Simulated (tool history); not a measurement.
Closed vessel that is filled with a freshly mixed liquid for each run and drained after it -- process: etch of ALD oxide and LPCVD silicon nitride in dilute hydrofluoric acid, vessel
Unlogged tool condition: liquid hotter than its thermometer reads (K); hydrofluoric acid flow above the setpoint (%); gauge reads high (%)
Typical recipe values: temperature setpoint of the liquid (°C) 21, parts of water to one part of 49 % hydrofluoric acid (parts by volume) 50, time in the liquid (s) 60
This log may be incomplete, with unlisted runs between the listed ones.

run	hour	temperature setpoint of the liquid (°C)	parts of water to one part of 49 % hydrofluoric acid (parts by volume)	time in the liquid (s)	wafers since the last listed run	hours since the thermometer was replaced	hours since the hydrofluoric acid flow meter was replaced	hours since the gauge calibration	read-back film thickness of the ALD oxide reference wafer, read on the same gauge (nm)	read-back film thickness of the LPCVD silicon nitride reference wafer, read on the same gauge (nm)	thickness taken off the ALD oxide on a monitor wafer (nm)	thickness taken off the LPCVD silicon nitride on a monitor wafer (nm)
1	0	21	50	60	0	276.7	18.5	3358.8	60.01	60.003	16.65	0.414
2	115.8	21	50	60	14458	392.5	134.3	3474.6	60	60.004	16.53	0.371
# hour 129.6: gauge calibrated
3	205.5	21	50	60	11199	482.2	224	75.9	60.02	60.021	16.56	0.392
4	262.1	21	50	50	7066	538.8	280.6	132.5	59.99	60.036	13.82	0.34
5	323.8	21	50	50	7703	600.5	342.3	194.2	60	60.004	13.89	0.304
6	436	21	50	50	14008	712.7	454.5	306.4	60	60.011	13.87	0.387
7	487.1	21	50	60	6380	763.8	505.6	357.5	60.01	59.98	16.64	0.438
8	539.8	21	50	60	6579	816.5	558.3	410.2	59.99	59.998	16.66	0.431
# hour 597.1: thermometer replaced
9	610.5	19	50	70	8702	13.4	629	480.9	59.99	60.01	18.02	0.412
10	647.5	25	25	60	4619	50.4	666	517.9	60	60.025	40.97	0.982
11	697.7	21	50	60	6267	100.6	716.2	568.1	59.98	60.034	16.76	0.385
12	789.6	17.5	40	60	11474	192.5	808.1	660	59.97	60.003	18.35	0.404
13	893.3	17.5	35	70	12947	296.2	911.8	763.7	59.99	60	24.67	0.5
14	969.3	23	70	35	9489	372.2	987.8	839.7	59.99	59.98	7.46	0.219
# hour 975.1: hydrofluoric acid flow meter replaced
15	1249.3	21	50	60	34835	652.2	274.2	1119.7	60	60.019	16.68	0.432
16	1320.2	18.5	65	80	8852	723.1	345.1	1190.6	59.99	60.022	15.06	0.378
# hour 1359.1: thermometer replaced
17	1390.5	17	65	50	8652	31.4	415.4	1260.9	59.99	60.009	8.81	0.185
18	1451.3	22.5	35	75	7591	92.2	476.2	1321.7	59.98	60.034	32.28	0.84
19	1538.9	21	50	60	10937	179.8	563.8	1409.3	59.99	60.022	16.69	0.43
20	1590.9	21	50	85	6492	231.8	615.8	1461.3	60.01	60.041	23.65	0.668
21	1680.5	17	50	90	11187	321.4	705.4	1550.9	60.01	59.966	21.16	0.47
22	1719.3	21	65	60	4844	360.2	744.2	1589.7	60	59.965	12.65	0.354
23	1775.3	24	25	90	6992	416.2	800.2	1645.7	60	59.964	59.21	1.393
24	1874.1	18.5	65	80	12335	515	899	1744.5	59.99	60.002	15.24	0.34
# hour 1932.8: hydrofluoric acid flow meter replaced
25	1953.8	17.5	70	45	9826	594.7	21	1824.2	59.99	59.994	7.49	0.186
26	2011.7	21	50	60	7229	652.6	78.9	1882.1	59.98	60.052	16.59	0.403

Predict each of these 4 candidate next runs independently; none follows another, all start after run 26:
A	2012.4	21	45	60	87	653.3	79.6	1882.8	?	?	?	?
B	2012.4	17	50	60	87	653.3	79.6	1882.8	?	?	?	?
C	2012.4	24	60	75	87	653.3	79.6	1882.8	?	?	?	?
D	2012.4	21	50	40	87	653.3	79.6	1882.8	?	?	?	?

run	read-back film thickness of the ALD oxide reference wafer, read on the same gauge (nm)	read-back film thickness of the LPCVD silicon nitride reference wafer, read on the same gauge (nm)	thickness taken off the ALD oxide on a monitor wafer (nm)	thickness taken off the LPCVD silicon nitride on a monitor wafer (nm)
A	60	60.016	18.57	0.466
B	60	60.016	13.99	0.318
C	60	60.016	19.35	0.54
D	60	60.016	11.07	0.28
Take away the tool's hidden state, keep each run's random variation, and the runs would have read:
run	thickness taken off the ALD oxide on a monitor wafer (nm)	thickness taken off the LPCVD silicon nitride on a monitor wafer (nm)
A	18.51	0.465
B	13.95	0.317
C	19.29	0.538
D	11.04	0.28
